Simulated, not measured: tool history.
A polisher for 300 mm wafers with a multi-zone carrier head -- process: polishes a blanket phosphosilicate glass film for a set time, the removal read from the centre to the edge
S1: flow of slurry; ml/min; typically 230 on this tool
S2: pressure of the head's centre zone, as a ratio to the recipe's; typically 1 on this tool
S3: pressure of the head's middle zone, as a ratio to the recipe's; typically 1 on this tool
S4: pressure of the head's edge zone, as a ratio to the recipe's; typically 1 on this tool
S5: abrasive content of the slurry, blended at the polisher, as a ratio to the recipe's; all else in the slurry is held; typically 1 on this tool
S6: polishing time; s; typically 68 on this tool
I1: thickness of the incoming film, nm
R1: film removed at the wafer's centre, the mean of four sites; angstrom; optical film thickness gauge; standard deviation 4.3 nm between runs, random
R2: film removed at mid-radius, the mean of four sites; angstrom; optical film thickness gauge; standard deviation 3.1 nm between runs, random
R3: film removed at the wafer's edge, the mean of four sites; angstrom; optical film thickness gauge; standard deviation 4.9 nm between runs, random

run	hour	S1	S2	S3	S4	S5	S6	I1	R1	R2	R3
1	0	230	1	1	0.95	1.15	68	2087.3	4263	4244	3972
2	35.8	230	1	0.9	1	0.9	68	2111.7	3737	3514	3732
3	58.9	170	1.09	1	1	1.15	90	2067.8	5507	5375	5273
4	76.4	230	1	1	0.92	1	68	2113.3	3970	4031	3750
# hour 84: worn pad replaced by a new one
5	92.9	230	1.12	1	1.1	1	68	2098.9	4294	4010	4086
6	123.5	230	1	1	1.06	1.2	68	2098.2	4249	4334	4242
7	141.2	230	1	1	1	1	68	2085.5	3960	4079	3883
8	157.2	230	1	1	1	1	68	2082.7	4004	4020	3905
# hour 183.4: slurry nozzle cleaned
9	192	165	1	1	1.05	1	55	2092.7	2971	3126	3131
10	209.4	230	1	0.95	0.9	1.2	68	2095.4	4172	4147	3979
11	234.9	230	1	1	1	1	88	2109.2	5004	5225	5020
# hour 267.7: edge zone pressure recalibrated
# hour 297.8: worn pad replaced by a new one
# hour 330.6: carrier head's membrane replaced by a new one
12	335.5	230	1.1	1	1	1	68	2046.7	4067	4018	3886
13	353.4	180	1	1	1	1	68	2075.7	3686	3887	3761
14	386.6	230	1	0.94	1	1	68	2083.4	3848	3899	3829
15	416.6	230	1	1	1	1	68	2107.6	3870	4059	3869
16	434.5	285	1	1.04	0.88	1	46	2065.4	2680	2850	2538
17	452.5	230	0.95	1	1	1	58	2058.6	3188	3445	3239
18	487.5	230	1	1	1	1	68	2083.5	3835	4075	3930
# hour 515.6: worn pad replaced by a new one
19	516.1	230	1	1	1	1	68	2090	3750	4042	3941
20	533.8	230	1	1	1.05	1	68	2081	3793	4059	3964
21	559.5	165	1	1	1	1	68	2089.9	3528	3784	3753

Below are 4 alternative next runs, each starting from the tool's condition after run 21. Predict each:
A	559.9	255	1	1	1	1	68	2103	?	?	?
B	559.9	155	1	1	0.96	1	87	2103	?	?	?
C	559.9	230	1.1	1	0.92	0.85	78	2103	?	?	?
D	559.9	230	1	1.05	1	0.9	68	2103	?	?	?

run	R1	R2	R3
A	3801	4059	3951
B	4429	4778	4668
C	4287	4267	4019
D	3574	3970	3729
With the hidden condition removed and each run's random variation left untouched, the same runs would have given:
run	R1	R2	R3
A	4061	4057	3951
B	4731	4776	4668
C	4578	4265	4019
D	3818	3969	3729

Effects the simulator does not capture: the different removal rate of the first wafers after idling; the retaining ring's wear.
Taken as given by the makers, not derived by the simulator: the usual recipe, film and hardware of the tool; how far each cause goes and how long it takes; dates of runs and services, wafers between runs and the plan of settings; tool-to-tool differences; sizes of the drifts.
